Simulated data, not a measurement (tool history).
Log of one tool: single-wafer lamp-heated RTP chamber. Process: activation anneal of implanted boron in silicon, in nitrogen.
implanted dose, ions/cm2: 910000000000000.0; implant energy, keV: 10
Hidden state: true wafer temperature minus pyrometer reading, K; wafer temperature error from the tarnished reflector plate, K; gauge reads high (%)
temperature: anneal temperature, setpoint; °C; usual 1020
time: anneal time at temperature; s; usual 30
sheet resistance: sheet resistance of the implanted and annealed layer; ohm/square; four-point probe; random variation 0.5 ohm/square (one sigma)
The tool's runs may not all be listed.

| run | hour | temperature | time | wafers since the last listed run | wafers since the last pyrometer calibration | wafers since the reflector plate was cleaned | hours since the gauge calibration | read-back reference wafer on the same gauge, sheet resistance | sheet resistance |
|---|---|---|---|---|---|---|---|---|---|
| 1 | 0 | 1020 | 44 | 0 | 1254 | 9078 | 227.7 | 158.98 | 141.99 |
|  | 5.3 | gauge calibrated |
| 2 | 13 | 1020 | 44 | 114 | 1369 | 9192 | 7.7 | 159.06 | 140.75 |
| 3 | 49.7 | 1020 | 44 | 324 | 1693 | 9517 | 44.4 | 158.85 | 140.5 |
| 4 | 143.7 | 1020 | 30 | 830 | 2523 | 10347 | 138.4 | 158.95 | 143.11 |
| 5 | 163.9 | 1027 | 30 | 178 | 2702 | 10525 | 158.6 | 158.99 | 141.26 |
|  | 191.6 | reflector plate cleaned |
| 6 | 192.1 | 1020 | 42 | 178 | 2880 | 4 | 186.8 | 158.87 | 141.09 |
| 7 | 211 | 1020 | 42 | 166 | 3047 | 171 | 205.7 | 159 | 139.64 |
|  | 234.6 | gauge calibrated |
| 8 | 244.8 | 1020 | 42 | 298 | 3345 | 470 | 10.2 | 159.15 | 140.03 |
| 9 | 276.9 | 1020 | 30 | 283 | 3629 | 753 | 42.3 | 158.78 | 141.48 |
| 10 | 298.2 | 1028 | 23 | 188 | 3817 | 941 | 63.6 | 158.86 | 141.51 |
|  | 318.2 | pyrometer window cleaned and pyrometer calibrated |
| 11 | 323 | 1037 | 30 | 148 | 42 | 1089 | 88.4 | 159.09 | 141.15 |
| 12 | 348.9 | 1049 | 44 | 228 | 271 | 1318 | 114.3 | 159.06 | 135.62 |
| 13 | 361.1 | 1020 | 30 | 107 | 379 | 1426 | 126.5 | 159.17 | 144.4 |
| 14 | 388.4 | 1020 | 44 | 241 | 620 | 1667 | 153.8 | 158.97 | 142.58 |
| 15 | 407.2 | 1020 | 13 | 166 | 786 | 1833 | 172.6 | 158.93 | 146.88 |
| 16 | 419.6 | 1039 | 30 | 109 | 895 | 1943 | 185 | 158.95 | 140.04 |

3 ways to go on from here, each from the tool as it stands after run 16. What would each give?
| A | 420 | 1032 | 30 | 3 | 899 | 1946 | 185.4 | ? | ? |
| B | 420 | 993 | 30 | 3 | 899 | 1946 | 185.4 | ? | ? |
| C | 420 | 1045 | 36 | 3 | 899 | 1946 | 185.4 | ? | ? |

| run | read-back reference wafer on the same gauge, sheet resistance | sheet resistance |
|---|---|---|
| A | 158.87 | 141.27 |
| B | 158.87 | 151 |
| C | 158.87 | 137.74 |
Without the tool's hidden state the same runs would have given:
| run | sheet resistance |
|---|---|
| A | 141.43 |
| B | 151.27 |
| C | 137.86 |
